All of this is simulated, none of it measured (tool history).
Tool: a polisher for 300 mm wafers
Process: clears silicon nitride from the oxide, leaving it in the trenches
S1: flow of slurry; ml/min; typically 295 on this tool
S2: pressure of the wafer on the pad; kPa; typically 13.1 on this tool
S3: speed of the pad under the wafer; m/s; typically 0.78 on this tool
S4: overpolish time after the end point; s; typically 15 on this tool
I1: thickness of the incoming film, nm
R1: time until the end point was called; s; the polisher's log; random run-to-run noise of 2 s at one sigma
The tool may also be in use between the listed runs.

Run 1, hour 0: usual settings; I1 79.7. Result: R1 150.1 s.
Run 2, hour 87.1: usual settings; I1 79. Result: R1 151.6 s.
Run 3, hour 135.5: usual settings; I1 80.1. Result: R1 151.9 s.
At hour 197.7: slurry nozzle cleaned.
Run 4, hour 210.7: usual settings; I1 80.4. Result: R1 152.7 s.
At hour 272.3: worn pad replaced by a new one.
Run 5, hour 426.2: usual settings; I1 80.9. Result: R1 155.7 s.
Run 6, hour 528.2: usual settings but S4 12 s; I1 79.3. Result: R1 148.6 s.
Run 7, hour 571.7: usual settings but S4 12 s; I1 80.8. Result: R1 156.6 s.
Run 8, hour 624.7: usual settings; I1 78.8. Result: R1 150.7 s.
At hour 629.7: worn pad replaced by a new one.
At hour 651.9: head pressure recalibrated.
At hour 655.4: slurry nozzle cleaned.
Run 9, hour 715.8: usual settings; I1 79.9. Result: R1 161.6 s.
Run 10, hour 799.5: usual settings; I1 80.9. Result: R1 162.4 s.
Run 11, hour 836.7: usual settings but S2 15.2 kPa, S4 18 s; I1 79. Result: R1 143.7 s.
Run 12, hour 893: usual settings but S2 15.2 kPa, S4 18 s; I1 80.9. Result: R1 148.9 s.
At hour 912.7: head pressure recalibrated, repeated, since the last time left the tool worse.
Run 13, hour 970.7: usual settings; I1 79.4. Result: R1 146.9 s.
At hour 1029.6: slurry nozzle cleaned.
Run 14, hour 1033: usual settings but S1 330 ml/min, S2 9.7 kPa; I1 80.8. Result: R1 196 s.
At hour 1053.4: worn pad replaced by a new one.
Run 15, hour 1088.8: usual settings; I1 80.8. Result: R1 149 s.
Run 16, hour 1144.3: usual settings; I1 80.8. Result: R1 155.7 s.
Run 17, hour 1404.3: usual settings but S4 10 s; I1 81. Result: R1 154.7 s.

Run 18 is up next; what results do you expect?
Run 18, hour 1443.6: usual settings but S1 375 ml/min, S2 9 kPa; I1 79.5. Result: R1 ?.

{"run 18": {"R1": 213}}
Without the tool's hidden state the same run would have given R1 198.3 s.

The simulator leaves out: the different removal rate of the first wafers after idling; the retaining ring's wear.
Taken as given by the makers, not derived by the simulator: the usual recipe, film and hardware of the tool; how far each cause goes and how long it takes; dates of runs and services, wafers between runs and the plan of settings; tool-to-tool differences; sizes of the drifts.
